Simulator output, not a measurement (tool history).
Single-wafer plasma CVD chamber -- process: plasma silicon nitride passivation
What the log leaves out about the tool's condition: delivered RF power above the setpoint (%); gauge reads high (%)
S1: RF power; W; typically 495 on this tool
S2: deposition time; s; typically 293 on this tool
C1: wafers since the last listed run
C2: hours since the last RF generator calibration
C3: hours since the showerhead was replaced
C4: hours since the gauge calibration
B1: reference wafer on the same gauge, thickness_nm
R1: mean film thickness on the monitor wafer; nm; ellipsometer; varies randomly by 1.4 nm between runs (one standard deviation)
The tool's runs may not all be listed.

run 1 day=0.000 | S1=495 S2=324 | C1=0 C2=894.5 C3=4278.6 C4=1040.2 | B1=506.115 | R1=473.036
run 2 day=2.471 | S1=495 S2=293 | C1=267 C2=953.8 C3=4337.9 C4=1099.5 | B1=505.694 | R1=425.714
run 3 day=5.212 | S1=495 S2=293 | C1=296 C2=1019.6 C3=4403.7 C4=1165.3 | B1=506.191 | R1=426.346
run 4 day=8.546 | S1=495 S2=293 | C1=360 C2=1099.6 C3=4483.7 C4=1245.3 | B1=505.645 | R1=428.882
run 5 day=11.479 | S1=495 S2=250 | C1=317 C2=1170.0 C3=4554.1 C4=1315.7 | B1=505.848 | R1=362.578
run 6 day=15.212 | S1=495 S2=250 | C1=404 C2=1259.6 C3=4643.7 C4=1405.3 | B1=506.056 | R1=363.746
run 7 day=16.888 | S1=445 S2=293 | C1=181 C2=1299.8 C3=4683.9 C4=1445.5 | B1=506.578 | R1=411.755
run 8 day=20.050 | S1=445 S2=293 | C1=342 C2=1375.7 C3=4759.8 C4=1521.4 | B1=506.195 | R1=411.694
run 9 day=21.738 | S1=495 S2=293 | C1=182 C2=1416.2 C3=4800.3 C4=1561.9 | B1=506.387 | R1=423.957
-- day=22.717 gauge calibrated
-- day=26.225 showerhead replaced
run 10 day=26.246 | S1=495 S2=293 | C1=451 C2=1524.4 C3=0.5 C4=84.7 | B1=505.621 | R1=423.809
run 11 day=28.342 | S1=430 S2=238 | C1=226 C2=1574.7 C3=50.8 C4=135.0 | B1=506.301 | R1=330.082
run 12 day=30.950 | S1=440 S2=293 | C1=282 C2=1637.3 C3=113.4 C4=197.6 | B1=505.874 | R1=407.427
run 13 day=32.675 | S1=405 S2=293 | C1=186 C2=1678.7 C3=154.8 C4=239.0 | B1=506.019 | R1=397.184
run 14 day=34.204 | S1=495 S2=293 | C1=165 C2=1715.4 C3=191.5 C4=275.7 | B1=506.444 | R1=420.001
run 15 day=36.538 | S1=520 S2=327 | C1=252 C2=1771.4 C3=247.5 C4=331.7 | B1=506.049 | R1=479.836
-- day=38.067 RF generator calibrated
run 16 day=39.550 | S1=545 S2=323 | C1=289 C2=35.6 C3=319.8 C4=404.0 | B1=505.890 | R1=485.030
run 17 day=41.921 | S1=405 S2=293 | C1=256 C2=92.5 C3=376.7 C4=460.9 | B1=506.158 | R1=405.375
run 18 day=45.425 | S1=450 S2=237 | C1=379 C2=176.6 C3=460.8 C4=545.0 | B1=506.391 | R1=335.718
run 19 day=48.292 | S1=575 S2=265 | C1=310 C2=245.4 C3=529.6 C4=613.8 | B1=506.513 | R1=407.356
run 20 day=50.654 | S1=405 S2=293 | C1=255 C2=302.1 C3=586.3 C4=670.5 | B1=506.171 | R1=403.326
run 21 day=54.621 | S1=535 S2=263 | C1=429 C2=397.3 C3=681.5 C4=765.7 | B1=505.378 | R1=394.125

What if the next run were any one of these 4? Each begins from the tool's condition after run 21:
run A day=54.642 | S1=495 S2=293 | C1=2 C2=397.8 C3=682.0 C4=766.2 | B1=? | R1=?
run B day=54.642 | S1=560 S2=332 | C1=2 C2=397.8 C3=682.0 C4=766.2 | B1=? | R1=?
run C day=54.642 | S1=455 S2=236 | C1=2 C2=397.8 C3=682.0 C4=766.2 | B1=? | R1=?
run D day=54.642 | S1=435 S2=319 | C1=2 C2=397.8 C3=682.0 C4=766.2 | B1=? | R1=?

run=A B1=506.709 R1=429.754
run=B B1=506.709 R1=504.894
run=C B1=506.709 R1=337.724
run=D B1=506.709 R1=450.548
Had the tool no hidden state, the same runs would have come out as:
run=A R1=431.066
run=B R1=506.435
run=C R1=338.755
run=D R1=451.923
